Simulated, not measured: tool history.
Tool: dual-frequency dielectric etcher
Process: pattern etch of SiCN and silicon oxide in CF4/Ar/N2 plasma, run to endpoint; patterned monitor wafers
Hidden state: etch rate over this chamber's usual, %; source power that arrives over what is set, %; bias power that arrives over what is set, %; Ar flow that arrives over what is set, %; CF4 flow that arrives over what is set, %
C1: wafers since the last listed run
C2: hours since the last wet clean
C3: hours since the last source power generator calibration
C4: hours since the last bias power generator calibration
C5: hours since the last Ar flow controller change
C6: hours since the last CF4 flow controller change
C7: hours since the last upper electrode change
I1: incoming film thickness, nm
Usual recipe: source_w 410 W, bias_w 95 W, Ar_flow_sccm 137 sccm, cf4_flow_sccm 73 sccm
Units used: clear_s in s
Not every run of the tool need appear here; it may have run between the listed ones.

{"run": 1, "hour": 0.0, "source_w": 410, "bias_w": 95, "Ar_flow_sccm": 137, "cf4_flow_sccm": 73, "C1": 0, "C2": 12.4, "C3": 4330.1, "C4": 3498.4, "C5": 3767.5, "C6": 5349.1, "C7": 1793.4, "I1": 10.27, "clear_s": 11.3}
{"run": 2, "hour": 88.5, "source_w": 410, "bias_w": 95, "Ar_flow_sccm": 137, "cf4_flow_sccm": 73, "C1": 1632, "C2": 100.9, "C3": 4418.6, "C4": 3586.9, "C5": 3856, "C6": 5437.6, "C7": 1881.9, "I1": 10.25, "clear_s": 11.6}
{"hour": 173.5, "done": "Ar flow controller replaced"}
{"run": 3, "hour": 208.0, "source_w": 410, "bias_w": 95, "Ar_flow_sccm": 114, "cf4_flow_sccm": 73, "C1": 2093, "C2": 220.4, "C3": 4538.1, "C4": 3706.4, "C5": 34.5, "C6": 5557.1, "C7": 2001.4, "I1": 10.25, "clear_s": 11.3}
{"hour": 237.6, "done": "bias power generator calibrated"}
{"run": 4, "hour": 282.7, "source_w": 410, "bias_w": 95, "Ar_flow_sccm": 114, "cf4_flow_sccm": 73, "C1": 1303, "C2": 295.1, "C3": 4612.8, "C4": 45.1, "C5": 109.2, "C6": 5631.8, "C7": 2076.1, "I1": 10.17, "clear_s": 11}
{"run": 5, "hour": 338.2, "source_w": 410, "bias_w": 95, "Ar_flow_sccm": 114, "cf4_flow_sccm": 73, "C1": 1023, "C2": 350.6, "C3": 4668.3, "C4": 100.6, "C5": 164.7, "C6": 5687.3, "C7": 2131.6, "I1": 10.18, "clear_s": 11.3}
{"hour": 349.6, "done": "source power generator calibrated"}
{"hour": 511.7, "done": "upper electrode replaced"}
{"run": 6, "hour": 553.0, "source_w": 360, "bias_w": 113, "Ar_flow_sccm": 137, "cf4_flow_sccm": 73, "C1": 3445, "C2": 565.4, "C3": 203.4, "C4": 315.4, "C5": 379.5, "C6": 5902.1, "C7": 41.3, "I1": 10.05, "clear_s": 12.2}
{"hour": 579.8, "done": "wet clean of the chamber"}
{"run": 7, "hour": 635.0, "source_w": 410, "bias_w": 95, "Ar_flow_sccm": 158, "cf4_flow_sccm": 89, "C1": 1069, "C2": 55.2, "C3": 285.4, "C4": 397.4, "C5": 461.5, "C6": 5984.1, "C7": 123.3, "I1": 10.12, "clear_s": 11.2}
{"run": 8, "hour": 675.2, "source_w": 480, "bias_w": 77, "Ar_flow_sccm": 137, "cf4_flow_sccm": 73, "C1": 741, "C2": 95.4, "C3": 325.6, "C4": 437.6, "C5": 501.7, "C6": 6024.3, "C7": 163.5, "I1": 10.21, "clear_s": 10.9}
{"hour": 726.5, "done": "CF4 flow controller replaced"}
{"run": 9, "hour": 780.0, "source_w": 360, "bias_w": 110, "Ar_flow_sccm": 105, "cf4_flow_sccm": 80, "C1": 1822, "C2": 200.2, "C3": 430.4, "C4": 542.4, "C5": 606.5, "C6": 53.5, "C7": 268.3, "I1": 10.24, "clear_s": 11.6}
{"run": 10, "hour": 821.7, "source_w": 490, "bias_w": 95, "Ar_flow_sccm": 137, "cf4_flow_sccm": 73, "C1": 769, "C2": 241.9, "C3": 472.1, "C4": 584.1, "C5": 648.2, "C6": 95.2, "C7": 310, "I1": 10.23, "clear_s": 9.6}
{"run": 11, "hour": 863.8, "source_w": 490, "bias_w": 95, "Ar_flow_sccm": 137, "cf4_flow_sccm": 83, "C1": 776, "C2": 284, "C3": 514.2, "C4": 626.2, "C5": 690.3, "C6": 137.3, "C7": 352.1, "I1": 10.17, "clear_s": 9.3}
{"run": 12, "hour": 947.3, "source_w": 410, "bias_w": 87, "Ar_flow_sccm": 137, "cf4_flow_sccm": 73, "C1": 1540, "C2": 367.5, "C3": 597.7, "C4": 709.7, "C5": 773.8, "C6": 220.8, "C7": 435.6, "I1": 10.27, "clear_s": 12.6}
{"run": 13, "hour": 1045.2, "source_w": 340, "bias_w": 104, "Ar_flow_sccm": 137, "cf4_flow_sccm": 89, "C1": 1805, "C2": 465.4, "C3": 695.6, "C4": 807.6, "C5": 871.7, "C6": 318.7, "C7": 533.5, "I1": 10.11, "clear_s": 13.3}
{"run": 14, "hour": 1087.9, "source_w": 490, "bias_w": 86, "Ar_flow_sccm": 122, "cf4_flow_sccm": 88, "C1": 787, "C2": 508.1, "C3": 738.3, "C4": 850.3, "C5": 914.4, "C6": 361.4, "C7": 576.2, "I1": 10.23, "clear_s": 9.6}
{"hour": 1167.6, "done": "wet clean of the chamber"}
{"run": 15, "hour": 1168.1, "source_w": 360, "bias_w": 113, "Ar_flow_sccm": 137, "cf4_flow_sccm": 73, "C1": 1036, "C2": 0.5, "C3": 818.5, "C4": 930.5, "C5": 994.6, "C6": 441.6, "C7": 656.4, "I1": 10.16, "clear_s": 11.9}
{"run": 16, "hour": 1234.4, "source_w": 410, "bias_w": 95, "Ar_flow_sccm": 137, "cf4_flow_sccm": 73, "C1": 1222, "C2": 66.8, "C3": 884.8, "C4": 996.8, "C5": 1060.9, "C6": 507.9, "C7": 722.7, "I1": 10.18, "clear_s": 11.4}
{"run": 17, "hour": 1310.3, "source_w": 350, "bias_w": 108, "Ar_flow_sccm": 117, "cf4_flow_sccm": 58, "C1": 1399, "C2": 142.7, "C3": 960.7, "C4": 1072.7, "C5": 1136.8, "C6": 583.8, "C7": 798.6, "I1": 10.12, "clear_s": 12.9}
{"run": 18, "hour": 1367.8, "source_w": 320, "bias_w": 95, "Ar_flow_sccm": 137, "cf4_flow_sccm": 59, "C1": 1060, "C2": 200.2, "C3": 1018.2, "C4": 1130.2, "C5": 1194.3, "C6": 641.3, "C7": 856.1, "I1": 10.25, "clear_s": 16}
{"run": 19, "hour": 1405.7, "source_w": 410, "bias_w": 95, "Ar_flow_sccm": 126, "cf4_flow_sccm": 68, "C1": 699, "C2": 238.1, "C3": 1056.1, "C4": 1168.1, "C5": 1232.2, "C6": 679.2, "C7": 894, "I1": 10.25, "clear_s": 11.4}
{"run": 20, "hour": 1449.4, "source_w": 410, "bias_w": 76, "Ar_flow_sccm": 164, "cf4_flow_sccm": 85, "C1": 806, "C2": 281.8, "C3": 1099.8, "C4": 1211.8, "C5": 1275.9, "C6": 722.9, "C7": 937.7, "I1": 10.17, "clear_s": 13.3}
{"run": 21, "hour": 1514.9, "source_w": 410, "bias_w": 95, "Ar_flow_sccm": 137, "cf4_flow_sccm": 73, "C1": 1208, "C2": 347.3, "C3": 1165.3, "C4": 1277.3, "C5": 1341.4, "C6": 788.4, "C7": 1003.2, "I1": 10.32, "clear_s": 12}
{"run": 22, "hour": 1555.4, "source_w": 410, "bias_w": 101, "Ar_flow_sccm": 171, "cf4_flow_sccm": 58, "C1": 746, "C2": 387.8, "C3": 1205.8, "C4": 1317.8, "C5": 1381.9, "C6": 828.9, "C7": 1043.7, "I1": 10.22, "clear_s": 12.5}
{"run": 23, "hour": 1603.5, "source_w": 440, "bias_w": 102, "Ar_flow_sccm": 113, "cf4_flow_sccm": 60, "C1": 887, "C2": 435.9, "C3": 1253.9, "C4": 1365.9, "C5": 1430, "C6": 877, "C7": 1091.8, "I1": 10.16, "clear_s": 10.7}

Consider 5 possible next runs. They are alternatives, not a sequence: every one starts from the tool as it was left by run 23. What does each give?
{"run": "A", "hour": 1603.9, "source_w": 410, "bias_w": 95, "Ar_flow_sccm": 137, "cf4_flow_sccm": 73, "C1": 7, "C2": 436.3, "C3": 1254.3, "C4": 1366.3, "C5": 1430.4, "C6": 877.4, "C7": 1092.2, "I1": 10.2, "clear_s": "?"}
{"run": "B", "hour": 1603.9, "source_w": 330, "bias_w": 86, "Ar_flow_sccm": 137, "cf4_flow_sccm": 73, "C1": 7, "C2": 436.3, "C3": 1254.3, "C4": 1366.3, "C5": 1430.4, "C6": 877.4, "C7": 1092.2, "I1": 10.2, "clear_s": "?"}
{"run": "C", "hour": 1603.9, "source_w": 500, "bias_w": 95, "Ar_flow_sccm": 137, "cf4_flow_sccm": 73, "C1": 7, "C2": 436.3, "C3": 1254.3, "C4": 1366.3, "C5": 1430.4, "C6": 877.4, "C7": 1092.2, "I1": 10.2, "clear_s": "?"}
{"run": "D", "hour": 1603.9, "source_w": 410, "bias_w": 101, "Ar_flow_sccm": 156, "cf4_flow_sccm": 64, "C1": 7, "C2": 436.3, "C3": 1254.3, "C4": 1366.3, "C5": 1430.4, "C6": 877.4, "C7": 1092.2, "I1": 10.2, "clear_s": "?"}
{"run": "E", "hour": 1603.9, "source_w": 410, "bias_w": 103, "Ar_flow_sccm": 122, "cf4_flow_sccm": 73, "C1": 7, "C2": 436.3, "C3": 1254.3, "C4": 1366.3, "C5": 1430.4, "C6": 877.4, "C7": 1092.2, "I1": 10.2, "clear_s": "?"}

run=A clear_s=11.9
run=B clear_s=16.2
run=C clear_s=9.6
run=D clear_s=12.1
run=E clear_s=11.1
The same runs, with their run-to-run variation unchanged, on a tool lacking any hidden condition would have given:
run=A clear_s=11.5
run=B clear_s=15.7
run=C clear_s=9.2
run=D clear_s=11.7
run=E clear_s=10.7
